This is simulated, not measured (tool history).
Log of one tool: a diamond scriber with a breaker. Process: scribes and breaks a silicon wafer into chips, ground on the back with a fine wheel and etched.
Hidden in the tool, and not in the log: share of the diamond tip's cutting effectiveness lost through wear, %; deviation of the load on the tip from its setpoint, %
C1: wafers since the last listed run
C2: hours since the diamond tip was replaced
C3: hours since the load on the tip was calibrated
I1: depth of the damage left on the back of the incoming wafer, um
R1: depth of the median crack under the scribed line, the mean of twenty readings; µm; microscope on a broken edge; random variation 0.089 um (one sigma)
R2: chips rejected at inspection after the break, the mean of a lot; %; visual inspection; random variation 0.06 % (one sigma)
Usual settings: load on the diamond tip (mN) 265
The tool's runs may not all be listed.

Run 1, day 0: usual settings; C1 0; C2 366.1; C3 1151.5; I1 0.63. Result: R1 7.46 µm, R2 0.85 %.
Run 2, day 0.554: usual settings; C1 32; C2 379.4; C3 1164.8; I1 0.59. Result: R1 7.49 µm, R2 0.93 %.
Run 3, day 1.946: usual settings but load on the diamond tip (mN) 224; C1 80; C2 412.8; C3 1198.2; I1 0.31. Result: R1 6.18 µm, R2 7.21 %.
Run 4, day 3.062: usual settings but load on the diamond tip (mN) 224; C1 64; C2 439.6; C3 1225; I1 0.76. Result: R1 6.3 µm, R2 7.39 %.
Run 5, day 3.675: usual settings but load on the diamond tip (mN) 224; C1 35; C2 454.3; C3 1239.7; I1 0.42. Result: R1 6.16 µm, R2 7.72 %.
Run 6, day 4.45: usual settings but load on the diamond tip (mN) 326; C1 44; C2 472.9; C3 1258.3; I1 0.39. Result: R1 8.94 µm, R2 8.31 %.
Run 7, day 5.038: usual settings but load on the diamond tip (mN) 326; C1 34; C2 487; C3 1272.4; I1 0.62. Result: R1 8.98 µm, R2 8.3 %.
Run 8, day 5.817: usual settings but load on the diamond tip (mN) 225; C1 45; C2 505.7; C3 1291.1; I1 0.69. Result: R1 6.23 µm, R2 7.59 %.
Run 9, day 6.717: usual settings but load on the diamond tip (mN) 216; C1 52; C2 527.3; C3 1312.7; I1 0.43. Result: R1 5.96 µm, R2 10.65 %.
At day 7.771: diamond tip replaced by a new one.
Run 10, day 7.912: usual settings but load on the diamond tip (mN) 191; C1 64; C2 3.4; C3 1341.4; I1 0.71. Result: R1 5.11 µm, R2 25.86 %.
Run 11, day 9.121: usual settings but load on the diamond tip (mN) 203; C1 69; C2 32.4; C3 1370.4; I1 0.32. Result: R1 5.62 µm, R2 17.71 %.
Run 12, day 10.608: usual settings but load on the diamond tip (mN) 339; C1 86; C2 68.1; C3 1406.1; I1 0.45. Result: R1 9.5 µm, R2 12.64 %.
Run 13, day 11.646: usual settings but load on the diamond tip (mN) 216; C1 60; C2 93; C3 1431; I1 0.54. Result: R1 6.11 µm, R2 11.09 %.
At day 12.429: load on the tip recalibrated.
Run 14, day 12.492: usual settings but load on the diamond tip (mN) 224; C1 44; C2 113.3; C3 1.5; I1 0.62. Result: R1 6.21 µm, R2 7.22 %.
Run 15, day 13.433: usual settings but load on the diamond tip (mN) 189; C1 54; C2 135.9; C3 24.1; I1 0.41. Result: R1 5.11 µm, R2 29.27 %.
Run 16, day 14.458: usual settings but load on the diamond tip (mN) 289; C1 59; C2 160.5; C3 48.7; I1 0.47. Result: R1 8.17 µm, R2 2.6 %.
Run 17, day 15.571: usual settings but load on the diamond tip (mN) 320; C1 64; C2 187.2; C3 75.4; I1 0.68. Result: R1 9.01 µm, R2 7.08 %.

What the log doesn't show, run by run:
share of the diamond tip's cutting effectiveness lost through wear, %: 0 in every run
deviation of the load on the tip from its setpoint, %: 0 in every run
